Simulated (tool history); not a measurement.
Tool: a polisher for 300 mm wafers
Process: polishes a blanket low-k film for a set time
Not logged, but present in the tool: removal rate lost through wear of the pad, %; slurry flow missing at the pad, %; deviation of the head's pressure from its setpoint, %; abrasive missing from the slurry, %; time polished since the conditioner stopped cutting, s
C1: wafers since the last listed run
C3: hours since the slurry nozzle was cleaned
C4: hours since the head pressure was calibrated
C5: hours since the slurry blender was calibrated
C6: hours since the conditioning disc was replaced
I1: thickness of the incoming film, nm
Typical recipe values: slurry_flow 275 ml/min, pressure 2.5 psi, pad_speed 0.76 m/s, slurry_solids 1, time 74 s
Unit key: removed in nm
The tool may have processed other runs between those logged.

{"run": 1, "hour": 0.0, "slurry_flow": 275, "pressure": 2.5, "pad_speed": 0.76, "slurry_solids": 1, "time": 74, "C1": 0, "wafers polished on this pad": 413, "C3": 147.4, "C4": 810.9, "C5": 260.7, "C6": 186.6, "I1": 469.1, "removed": 25.5}
{"hour": 11.2, "done": "conditioning disc replaced and pad reconditioned"}
{"run": 2, "hour": 18.6, "slurry_flow": 275, "pressure": 2.5, "pad_speed": 0.76, "slurry_solids": 1, "time": 74, "C1": 154, "wafers polished on this pad": 567, "C3": 166, "C4": 829.5, "C5": 279.3, "C6": 7.4, "I1": 465.7, "removed": 25.4}
{"run": 3, "hour": 35.1, "slurry_flow": 275, "pressure": 2.5, "pad_speed": 0.76, "slurry_solids": 1, "time": 74, "C1": 153, "wafers polished on this pad": 721, "C3": 182.5, "C4": 846, "C5": 295.8, "C6": 23.9, "I1": 475.8, "removed": 25.5}
{"run": 4, "hour": 48.0, "slurry_flow": 225, "pressure": 2.5, "pad_speed": 0.76, "slurry_solids": 1, "time": 74, "C1": 119, "wafers polished on this pad": 841, "C3": 195.4, "C4": 858.9, "C5": 308.7, "C6": 36.8, "I1": 473, "removed": 25.3}
{"run": 5, "hour": 68.1, "slurry_flow": 275, "pressure": 2.5, "pad_speed": 0.76, "slurry_solids": 1, "time": 87, "C1": 186, "wafers polished on this pad": 1028, "C3": 215.5, "C4": 879, "C5": 328.8, "C6": 56.9, "I1": 475.2, "removed": 30}
{"run": 6, "hour": 80.7, "slurry_flow": 275, "pressure": 2.5, "pad_speed": 0.76, "slurry_solids": 0.85, "time": 74, "C1": 117, "wafers polished on this pad": 1145, "C3": 228.1, "C4": 891.6, "C5": 341.4, "C6": 69.5, "I1": 472.8, "removed": 24.2}
{"hour": 99.4, "done": "slurry blender recalibrated"}
{"run": 7, "hour": 122.4, "slurry_flow": 275, "pressure": 2.5, "pad_speed": 0.76, "slurry_solids": 1, "time": 74, "C1": 369, "wafers polished on this pad": 1514, "C3": 269.8, "C4": 933.3, "C5": 23, "C6": 111.2, "I1": 462.5, "removed": 24.7}
{"hour": 134.2, "done": "worn pad replaced by a new one"}
{"run": 8, "hour": 145.4, "slurry_flow": 275, "pressure": 2.5, "pad_speed": 0.76, "slurry_solids": 1, "time": 74, "C1": 176, "wafers polished on this pad": 104, "C3": 292.8, "C4": 956.3, "C5": 46, "C6": 134.2, "I1": 463.8, "removed": 26.6}
{"hour": 192.8, "done": "conditioning disc replaced and pad reconditioned"}
{"hour": 205.9, "done": "slurry nozzle cleaned"}
{"run": 9, "hour": 242.9, "slurry_flow": 275, "pressure": 2.5, "pad_speed": 0.76, "slurry_solids": 1, "time": 74, "C1": 878, "wafers polished on this pad": 983, "C3": 37, "C4": 1053.8, "C5": 143.5, "C6": 50.1, "I1": 469.7, "removed": 25}
{"run": 10, "hour": 268.3, "slurry_flow": 200, "pressure": 2.5, "pad_speed": 0.76, "slurry_solids": 1, "time": 50, "C1": 236, "wafers polished on this pad": 1219, "C3": 62.4, "C4": 1079.2, "C5": 168.9, "C6": 75.5, "I1": 476.6, "removed": 16.4}
{"run": 11, "hour": 288.5, "slurry_flow": 275, "pressure": 2.5, "pad_speed": 0.76, "slurry_solids": 1, "time": 74, "C1": 187, "wafers polished on this pad": 1407, "C3": 82.6, "C4": 1099.4, "C5": 189.1, "C6": 95.7, "I1": 478.1, "removed": 24.9}
{"hour": 301.5, "done": "head pressure recalibrated"}
{"hour": 303.3, "done": "worn pad replaced by a new one"}
{"run": 12, "hour": 321.5, "slurry_flow": 275, "pressure": 2.5, "pad_speed": 0.86, "slurry_solids": 1, "time": 74, "C1": 271, "wafers polished on this pad": 169, "C3": 115.6, "C4": 20, "C5": 222.1, "C6": 128.7, "I1": 474.3, "removed": 28.7}
{"run": 13, "hour": 344.8, "slurry_flow": 275, "pressure": 1.6, "pad_speed": 0.64, "slurry_solids": 0.7, "time": 94, "C1": 216, "wafers polished on this pad": 385, "C3": 138.9, "C4": 43.3, "C5": 245.4, "C6": 152, "I1": 469.7, "removed": 15.7}
{"hour": 354.8, "done": "conditioning disc replaced and pad reconditioned"}
{"run": 14, "hour": 365.6, "slurry_flow": 275, "pressure": 2.5, "pad_speed": 0.76, "slurry_solids": 1, "time": 88, "C1": 174, "wafers polished on this pad": 560, "C3": 159.7, "C4": 64.1, "C5": 266.2, "C6": 10.8, "I1": 466.4, "removed": 30.2}
{"run": 15, "hour": 439.8, "slurry_flow": 275, "pressure": 2.5, "pad_speed": 0.76, "slurry_solids": 1, "time": 74, "C1": 690, "wafers polished on this pad": 1250, "C3": 233.9, "C4": 138.3, "C5": 340.4, "C6": 85, "I1": 463.2, "removed": 25.4}
{"hour": 481.9, "done": "worn pad replaced by a new one"}
{"hour": 485.5, "done": "slurry blender recalibrated"}
{"run": 16, "hour": 501.9, "slurry_flow": 275, "pressure": 1.9, "pad_speed": 0.76, "slurry_solids": 1.25, "time": 74, "C1": 521, "wafers polished on this pad": 167, "C3": 296, "C4": 200.4, "C5": 16.4, "C6": 147.1, "I1": 480.8, "removed": 21.4}
{"hour": 511.9, "done": "conditioning disc replaced and pad reconditioned"}
{"run": 17, "hour": 532.3, "slurry_flow": 275, "pressure": 1.9, "pad_speed": 0.76, "slurry_solids": 1.25, "time": 74, "C1": 264, "wafers polished on this pad": 431, "C3": 326.4, "C4": 230.8, "C5": 46.8, "C6": 20.4, "I1": 468.7, "removed": 21.4}
{"run": 18, "hour": 545.8, "slurry_flow": 275, "pressure": 2.5, "pad_speed": 0.76, "slurry_solids": 0.85, "time": 55, "C1": 125, "wafers polished on this pad": 557, "C3": 339.9, "C4": 244.3, "C5": 60.3, "C6": 33.9, "I1": 462.3, "removed": 18.1}
{"hour": 553.8, "done": "slurry nozzle cleaned"}
{"run": 19, "hour": 561.3, "slurry_flow": 335, "pressure": 3.1, "pad_speed": 0.88, "slurry_solids": 1, "time": 97, "C1": 134, "wafers polished on this pad": 691, "C3": 7.5, "C4": 259.8, "C5": 75.8, "C6": 49.4, "I1": 476.4, "removed": 48}
{"run": 20, "hour": 589.2, "slurry_flow": 275, "pressure": 2.5, "pad_speed": 0.76, "slurry_solids": 0.8, "time": 74, "C1": 259, "wafers polished on this pad": 951, "C3": 35.4, "C4": 287.7, "C5": 103.7, "C6": 77.3, "I1": 463, "removed": 23.5}
{"run": 21, "hour": 616.1, "slurry_flow": 245, "pressure": 2.5, "pad_speed": 0.76, "slurry_solids": 1.15, "time": 74, "C1": 250, "wafers polished on this pad": 1201, "C3": 62.3, "C4": 314.6, "C5": 130.6, "C6": 104.2, "I1": 469.7, "removed": 26}
{"run": 22, "hour": 635.1, "slurry_flow": 195, "pressure": 2.5, "pad_speed": 0.76, "slurry_solids": 1, "time": 74, "C1": 176, "wafers polished on this pad": 1378, "C3": 81.3, "C4": 333.6, "C5": 149.6, "C6": 123.2, "I1": 467.5, "removed": 24.2}
{"hour": 656.8, "done": "worn pad replaced by a new one"}
{"run": 23, "hour": 657.5, "slurry_flow": 365, "pressure": 2.5, "pad_speed": 0.76, "slurry_solids": 1.2, "time": 74, "C1": 171, "wafers polished on this pad": 6, "C3": 103.7, "C4": 356, "C5": 172, "C6": 145.6, "I1": 471.8, "removed": 29.2}
{"run": 24, "hour": 688.3, "slurry_flow": 275, "pressure": 3.1, "pad_speed": 0.76, "slurry_solids": 1, "time": 74, "C1": 286, "wafers polished on this pad": 292, "C3": 134.5, "C4": 386.8, "C5": 202.8, "C6": 176.4, "I1": 477.1, "removed": 31.9}
{"run": 25, "hour": 704.6, "slurry_flow": 275, "pressure": 2.5, "pad_speed": 0.58, "slurry_solids": 1.2, "time": 74, "C1": 151, "wafers polished on this pad": 444, "C3": 150.8, "C4": 403.1, "C5": 219.1, "C6": 192.7, "I1": 468.6, "removed": 22.4}

4 options for the next run, each taken on its own from the tool as it stands now. Forecast them:
{"run": "A", "hour": 705.0, "slurry_flow": 275, "pressure": 2.5, "pad_speed": 0.76, "slurry_solids": 1, "time": 74, "C1": 3, "wafers polished on this pad": 447, "C3": 151.2, "C4": 403.5, "C5": 219.5, "C6": 193.1, "I1": 472.1, "removed": "?"}
{"run": "B", "hour": 705.0, "slurry_flow": 275, "pressure": 2.8, "pad_speed": 0.76, "slurry_solids": 1, "time": 74, "C1": 3, "wafers polished on this pad": 447, "C3": 151.2, "C4": 403.5, "C5": 219.5, "C6": 193.1, "I1": 472.1, "removed": "?"}
{"run": "C", "hour": 705.0, "slurry_flow": 275, "pressure": 2.5, "pad_speed": 0.52, "slurry_solids": 1, "time": 74, "C1": 3, "wafers polished on this pad": 447, "C3": 151.2, "C4": 403.5, "C5": 219.5, "C6": 193.1, "I1": 472.1, "removed": "?"}
{"run": "D", "hour": 705.0, "slurry_flow": 305, "pressure": 2, "pad_speed": 0.76, "slurry_solids": 1, "time": 83, "C1": 3, "wafers polished on this pad": 447, "C3": 151.2, "C4": 403.5, "C5": 219.5, "C6": 193.1, "I1": 472.1, "removed": "?"}

run=A removed=26.3
run=B removed=29.5
run=C removed=19.5
run=D removed=23.9
Without the tool's hidden state the same runs would have given:
run=A removed=26.8
run=B removed=30
run=C removed=19.8
run=D removed=24.2
